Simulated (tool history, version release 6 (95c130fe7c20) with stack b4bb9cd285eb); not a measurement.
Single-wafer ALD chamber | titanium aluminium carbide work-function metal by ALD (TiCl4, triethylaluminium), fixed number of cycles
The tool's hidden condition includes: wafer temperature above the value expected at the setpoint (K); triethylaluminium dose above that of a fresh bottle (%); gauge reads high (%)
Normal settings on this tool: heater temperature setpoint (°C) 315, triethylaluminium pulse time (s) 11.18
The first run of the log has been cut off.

run,hour,heater temperature setpoint (°C),triethylaluminium pulse time (s),wafers since the last listed run,hours since the last thermocouple change,hours since the last triethylaluminium bottle change,hours since the showerhead was replaced,hours since the gauge calibration,"read-back reference wafer on the same gauge, thickness_nm",mean film thickness on the monitor wafer (Å)
2,15.0,315,10.13,150,2810.2,650.9,3571.7,411.3,1.908,22.36
3,27.7,315,10.13,127,2822.9,663.6,3584.4,424.0,1.911,22.41
4,35.1,320,11.18,74,2830.3,671.0,3591.8,431.4,1.910,23.38
5,42.9,320,11.18,78,2838.1,678.8,3599.6,439.2,1.909,23.26
6,56.8,320,11.18,139,2852.0,692.7,3613.5,453.1,1.907,23.29
7,73.5,303,11.18,167,2868.7,709.4,3630.2,469.8,1.910,21.45
8,83.6,303,11.18,101,2878.8,719.5,3640.3,479.9,1.911,21.42
9,92.8,303,11.18,92,2888.0,728.7,3649.5,489.1,1.912,21.39
# hour 106.9: triethylaluminium bottle replaced
10,107.4,315,7.76,66,2902.6,0.5,3664.1,503.7,1.909,21.66
11,110.5,315,7.76,31,2905.7,3.6,3667.2,506.8,1.909,21.66
12,126.0,327,11.18,155,2921.2,19.1,3682.7,522.3,1.911,24.42
13,133.9,325,14.40,79,2929.1,27.0,3690.6,530.2,1.908,24.65
14,147.4,300,11.18,135,2942.6,40.5,3704.1,543.7,1.909,21.42
15,163.5,309,11.18,161,2958.7,56.6,3720.2,559.8,1.909,22.43
# hour 171.9: showerhead replaced
16,172.9,315,11.18,14,2968.1,66.0,1.0,569.2,1.908,23.02
17,183.5,327,9.72,106,2978.7,76.6,11.6,579.8,1.910,23.81
# hour 189.7: gauge calibrated
# hour 193.1: thermocouple changed; heater temperature recalibrated
18,193.6,329,11.18,21,0.5,86.7,21.7,3.9,1.910,24.58
19,205.1,304,9.50,115,12.0,98.2,33.2,15.4,1.912,21.19
20,215.0,322,8.01,99,21.9,108.1,43.1,25.3,1.911,22.24
21,230.8,327,9.68,158,37.7,123.9,58.9,41.1,1.909,23.79
22,238.5,320,8.96,77,45.4,131.6,66.6,48.8,1.913,22.65

What will run 23 give?
23,253.5,310,6.71,150,60.4,146.6,81.6,63.8,?,?

{"run 23": {"read-back reference wafer on the same gauge, thickness_nm": 1.91, "mean film thickness on the monitor wafer (Å)": 19.74}}
The same run, on a tool lacking any hidden state, would have yielded mean film thickness on the monitor wafer (Å) 20.33.

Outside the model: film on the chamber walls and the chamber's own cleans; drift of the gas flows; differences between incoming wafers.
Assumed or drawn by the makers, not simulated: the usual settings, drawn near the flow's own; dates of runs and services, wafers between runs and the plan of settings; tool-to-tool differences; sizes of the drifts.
